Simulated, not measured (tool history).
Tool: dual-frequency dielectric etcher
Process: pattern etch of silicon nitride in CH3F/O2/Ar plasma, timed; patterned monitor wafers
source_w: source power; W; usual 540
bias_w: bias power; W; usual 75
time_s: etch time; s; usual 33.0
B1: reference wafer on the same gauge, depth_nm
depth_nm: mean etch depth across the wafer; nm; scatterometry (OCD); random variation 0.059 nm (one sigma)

run 1 hour=0.0 | source_w=540 bias_w=75 time_s=33.0 | B1=20.70 | depth_nm=26.00
run 2 hour=61.3 | source_w=540 bias_w=75 time_s=33.0 | B1=20.70 | depth_nm=26.03
run 3 hour=110.4 | source_w=540 bias_w=75 time_s=33.0 | B1=20.70 | depth_nm=25.96
run 4 hour=138.8 | source_w=540 bias_w=75 time_s=33.0 | B1=20.70 | depth_nm=26.01
run 5 hour=166.6 | source_w=540 bias_w=75 time_s=33.0 | B1=20.70 | depth_nm=26.00
run 6 hour=191.7 | source_w=540 bias_w=75 time_s=33.0 | B1=20.70 | depth_nm=26.04
run 7 hour=237.9 | source_w=540 bias_w=75 time_s=33.0 | B1=20.70 | depth_nm=25.92
run 8 hour=290.2 | source_w=540 bias_w=75 time_s=33.0 | B1=20.70 | depth_nm=26.02
-- hour=294.6 bias power generator calibrated
run 9 hour=317.9 | source_w=540 bias_w=75 time_s=33.0 | B1=20.70 | depth_nm=25.63
run 10 hour=385.1 | source_w=540 bias_w=75 time_s=33.0 | B1=20.70 | depth_nm=25.52
run 11 hour=427.3 | source_w=470 bias_w=75 time_s=33.0 | B1=20.71 | depth_nm=23.37
-- hour=452.7 upper electrode replaced
-- hour=453.1 wet clean of the chamber
run 12 hour=477.3 | source_w=600 bias_w=75 time_s=33.0 | B1=20.70 | depth_nm=27.47
run 13 hour=537.9 | source_w=580 bias_w=56 time_s=33.0 | B1=20.69 | depth_nm=24.65
-- hour=542.2 gauge calibrated
run 14 hour=572.7 | source_w=610 bias_w=75 time_s=33.0 | B1=20.68 | depth_nm=27.67
-- hour=588.0 source power generator calibrated
run 15 hour=603.9 | source_w=540 bias_w=67 time_s=33.0 | B1=20.71 | depth_nm=24.77
run 16 hour=660.4 | source_w=650 bias_w=63 time_s=33.0 | B1=20.70 | depth_nm=27.35
run 17 hour=689.9 | source_w=410 bias_w=58 time_s=25.5 | B1=20.70 | depth_nm=15.24
run 18 hour=727.6 | source_w=640 bias_w=91 time_s=27.5 | B1=20.71 | depth_nm=25.25

Forecast run 19:
run 19 hour=765.9 | source_w=540 bias_w=89 time_s=29.5 | B1=? | depth_nm=?

B1: 20.69
depth_nm: 24.36 nm
Without the tool's hidden state the same run would have given depth_nm 24.45 nm.
